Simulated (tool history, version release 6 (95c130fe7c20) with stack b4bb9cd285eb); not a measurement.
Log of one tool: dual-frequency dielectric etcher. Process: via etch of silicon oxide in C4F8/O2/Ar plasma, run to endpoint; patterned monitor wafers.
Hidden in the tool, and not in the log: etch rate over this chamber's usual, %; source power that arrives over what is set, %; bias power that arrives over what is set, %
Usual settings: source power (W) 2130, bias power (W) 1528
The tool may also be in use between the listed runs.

run    hour  source power (W)  bias power (W)  wafers since the last listed run  hours since the last wet clean  hours since the last source power generator calibration  hours since the last bias power generator calibration  hours since the last upper electrode change  incoming incoming film thickness, nm  endpoint time (s)
  1       0              2130            1528                                 0                            32.6                                                   3722.2                                                 2170.8                                         4995                                2200.6              457.9
  2    72.1              2130            1528                               340                           104.7                                                   3794.3                                                 2242.9                                       5067.1                                2182.7              450.3
  3   153.8              2130            1528                               386                           186.4                                                     3876                                                 2324.6                                       5148.8                                2199.6              448.1
  4   206.7              2130            1528                               249                           239.3                                                   3928.9                                                 2377.5                                       5201.7                                2222.9                446
  5   283.4              2130            1528                               362                             316                                                   4005.6                                                 2454.2                                       5278.4                                2201.7              442.6
  6   387.7              2130            1528                               492                           420.3                                                   4109.9                                                 2558.5                                       5382.7                                2199.6              431.6
      440.1  -- wet clean of the chamber
  7   487.5              2130            1528                               358                            47.4                                                   4209.7                                                 2658.3                                       5482.5                                2207.5              454.9
      552.5  -- source power generator calibrated
  8   593.4              2130            1528                               481                           153.3                                                     40.9                                                 2764.2                                       5588.4                                2198.4              442.8
  9   673.8              1940            1528                               379                           233.7                                                    121.3                                                 2844.6                                       5668.8                                  2173              461.1
 10   712.4              2130            1528                               182                           272.3                                                    159.9                                                 2883.2                                       5707.4                                2196.9              439.6
      763.8  -- bias power generator calibrated
      841.5  -- upper electrode replaced
      907.7  -- wet clean of the chamber
 11   937.7              2130            1528                               818                              30                                                    385.2                                                  173.9                                         96.2                                2192.1              453.7
 12   987.5              2130            1528                               235                            79.8                                                      435                                                  223.7                                          146                                2183.7              448.8
 13  1072.7              2290            1528                               402                             165                                                    520.2                                                  308.9                                        231.2                                2204.9              430.4

The next listed run, before its measurement:
 14  1158.7              2130            1356                               406                             251                                                    606.2                                                  394.9                                        317.2                                2174.1                  ?

endpoint time (s): 450.1
Without the tool's hidden state the same run would have given endpoint time (s) 465.1.

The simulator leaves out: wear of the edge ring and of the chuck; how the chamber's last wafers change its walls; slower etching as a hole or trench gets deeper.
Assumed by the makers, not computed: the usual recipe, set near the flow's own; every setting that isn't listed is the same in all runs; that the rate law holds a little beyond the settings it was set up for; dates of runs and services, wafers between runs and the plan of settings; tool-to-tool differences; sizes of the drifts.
